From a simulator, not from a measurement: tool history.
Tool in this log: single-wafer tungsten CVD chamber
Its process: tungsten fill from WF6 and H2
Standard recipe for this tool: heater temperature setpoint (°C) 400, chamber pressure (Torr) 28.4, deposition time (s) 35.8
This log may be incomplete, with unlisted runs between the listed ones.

| run | hour | heater temperature setpoint (°C) | chamber pressure (Torr) | deposition time (s) | wafers since the last listed run | hours since the last thermocouple change | hours since the last manometer calibration | hours since the showerhead was replaced | hours since the gauge calibration | read-back reference wafer on the same gauge, thickness_nm | mean film thickness on the monitor wafer (nm) |
|---|---|---|---|---|---|---|---|---|---|---|---|
| 1 | 0.0 | 388 | 28.4 | 35.8 | 0 | 1310.6 | 1202.2 | 4929.9 | 1781.8 | 104.043 | 85.106 |
| 2 | 45.3 | 388 | 28.4 | 35.8 | 724 | 1355.9 | 1247.5 | 4975.2 | 1827.1 | 104.020 | 84.931 |
| 3 | 70.5 | 388 | 28.4 | 35.8 | 403 | 1381.1 | 1272.7 | 5000.4 | 1852.3 | 103.985 | 84.470 |
| 4 | 138.0 | 400 | 28.4 | 35.8 | 1079 | 1448.6 | 1340.2 | 5067.9 | 1919.8 | 103.939 | 108.838 |
| 5 | 166.7 | 400 | 28.4 | 35.8 | 459 | 1477.3 | 1368.9 | 5096.6 | 1948.5 | 103.979 | 108.301 |
|  | 177.2 | gauge calibrated |
|  | 211.8 | capacitance manometer re-zeroed and calibrated |
| 6 | 212.3 | 400 | 28.4 | 38.0 | 601 | 1522.9 | 0.5 | 5142.2 | 35.1 | 104.053 | 112.528 |
| 7 | 263.2 | 400 | 28.4 | 39.4 | 814 | 1573.8 | 51.4 | 5193.1 | 86.0 | 103.902 | 116.934 |
| 8 | 298.2 | 400 | 28.4 | 35.8 | 559 | 1608.8 | 86.4 | 5228.1 | 121.0 | 103.908 | 106.551 |
| 9 | 332.3 | 400 | 28.4 | 35.8 | 545 | 1642.9 | 120.5 | 5262.2 | 155.1 | 104.030 | 107.120 |
| 10 | 398.9 | 400 | 28.4 | 35.8 | 1065 | 1709.5 | 187.1 | 5328.8 | 221.7 | 103.966 | 106.660 |
| 11 | 453.7 | 400 | 28.4 | 35.8 | 876 | 1764.3 | 241.9 | 5383.6 | 276.5 | 103.962 | 106.907 |
| 12 | 524.8 | 400 | 28.4 | 35.8 | 1137 | 1835.4 | 313.0 | 5454.7 | 347.6 | 103.895 | 107.174 |
| 13 | 558.7 | 400 | 28.4 | 38.0 | 542 | 1869.3 | 346.9 | 5488.6 | 381.5 | 103.990 | 113.797 |
| 14 | 629.0 | 386 | 28.4 | 35.8 | 1124 | 1939.6 | 417.2 | 5558.9 | 451.8 | 104.003 | 80.385 |
| 15 | 677.9 | 400 | 24.7 | 30.0 | 782 | 1988.5 | 466.1 | 5607.8 | 500.7 | 104.074 | 83.892 |
|  | 722.7 | showerhead replaced |
| 16 | 723.2 | 400 | 21.5 | 38.0 | 596 | 2033.8 | 511.4 | 0.5 | 546.0 | 103.991 | 99.089 |
| 17 | 778.4 | 388 | 28.4 | 35.8 | 883 | 2089.0 | 566.6 | 55.7 | 601.2 | 104.069 | 84.018 |
| 18 | 811.9 | 389 | 28.4 | 40.4 | 535 | 2122.5 | 600.1 | 89.2 | 634.7 | 103.877 | 96.664 |
| 19 | 861.7 | 400 | 28.4 | 38.0 | 796 | 2172.3 | 649.9 | 139.0 | 684.5 | 104.060 | 114.338 |
| 20 | 919.7 | 400 | 28.4 | 35.8 | 927 | 2230.3 | 707.9 | 197.0 | 742.5 | 103.936 | 107.826 |
| 21 | 968.4 | 400 | 24.7 | 30.0 | 779 | 2279.0 | 756.6 | 245.7 | 791.2 | 103.970 | 83.741 |
| 22 | 1031.6 | 400 | 28.4 | 31.7 | 1011 | 2342.2 | 819.8 | 308.9 | 854.4 | 103.937 | 95.213 |
| 23 | 1064.2 | 407 | 28.4 | 39.6 | 521 | 2374.8 | 852.4 | 341.5 | 887.0 | 103.893 | 135.804 |
| 24 | 1116.2 | 409 | 24.2 | 35.8 | 831 | 2426.8 | 904.4 | 393.5 | 939.0 | 104.070 | 118.325 |
|  | 1130.3 | thermocouple changed; heater temperature recalibrated |
| 25 | 1180.3 | 405 | 28.4 | 31.8 | 897 | 50.0 | 968.5 | 457.6 | 1003.1 | 104.084 | 107.269 |
| 26 | 1233.8 | 387 | 31.0 | 29.5 | 855 | 103.5 | 1022.0 | 511.1 | 1056.6 | 104.099 | 71.608 |
| 27 | 1302.9 | 413 | 28.4 | 31.3 | 1105 | 172.6 | 1091.1 | 580.2 | 1125.7 | 103.925 | 121.443 |
| 28 | 1355.5 | 400 | 22.3 | 41.5 | 841 | 225.2 | 1143.7 | 632.8 | 1178.3 | 103.828 | 112.672 |
| 29 | 1422.1 | 412 | 28.4 | 35.8 | 1065 | 291.8 | 1210.3 | 699.4 | 1244.9 | 104.045 | 136.731 |
| 30 | 1447.6 | 390 | 35.0 | 35.8 | 407 | 317.3 | 1235.8 | 724.9 | 1270.4 | 104.061 | 98.819 |
| 31 | 1494.8 | 400 | 28.4 | 41.4 | 755 | 364.5 | 1283.0 | 772.1 | 1317.6 | 104.022 | 126.715 |
| 32 | 1559.2 | 400 | 30.8 | 28.7 | 1030 | 428.9 | 1347.4 | 836.5 | 1382.0 | 103.959 | 91.004 |
| 33 | 1585.2 | 400 | 31.1 | 35.8 | 415 | 454.9 | 1373.4 | 862.5 | 1408.0 | 104.010 | 113.658 |
| 34 | 1632.4 | 400 | 28.4 | 35.8 | 755 | 502.1 | 1420.6 | 909.7 | 1455.2 | 104.037 | 109.495 |
|  | 1646.8 | capacitance manometer re-zeroed and calibrated |
| 35 | 1695.0 | 400 | 28.4 | 35.8 | 873 | 564.7 | 48.2 | 972.3 | 1517.8 | 103.938 | 107.039 |

The tool's hidden state at each run:
gauge reads high (%): 0 on each run
H1: wafer temperature above the value expected at the setpoint (K)
H2: true pressure above the setpoint (%)
| run | H1 | H2 |
|---|---|---|
| 1 | -0.313 | 4.44 |
| 2 | -0.327 | 4.47 |
| 3 | -0.334 | 4.48 |
| 4 | -0.356 | 4.52 |
| 5 | -0.365 | 4.53 |
| 6 | -0.38 | -0.153 |
| 7 | -0.398 | 0.389 |
| 8 | -0.41 | 0.725 |
| 9 | -0.423 | 1.03 |
| 10 | -0.448 | 1.55 |
| 11 | -0.469 | 1.92 |
| 12 | -0.498 | 2.34 |
| 13 | -0.512 | 2.51 |
| 14 | -0.542 | 2.83 |
| 15 | -0.563 | 3.02 |
| 16 | -0.584 | 3.18 |
| 17 | -0.609 | 3.35 |
| 18 | -0.625 | 3.45 |
| 19 | -0.649 | 3.58 |
| 20 | -0.678 | 3.71 |
| 21 | -0.702 | 3.8 |
| 22 | -0.735 | 3.91 |
| 23 | -0.752 | 3.96 |
| 24 | -0.78 | 4.03 |
| 25 | 0.0626 | 4.11 |
| 26 | 0.0616 | 4.17 |
| 27 | 0.0595 | 4.23 |
| 28 | 0.0572 | 4.27 |
| 29 | 0.0533 | 4.31 |
| 30 | 0.0516 | 4.33 |
| 31 | 0.048 | 4.36 |
| 32 | 0.0422 | 4.39 |
| 33 | 0.0397 | 4.4 |
| 34 | 0.0346 | 4.42 |
| 35 | 0.0271 | -0.0991 |
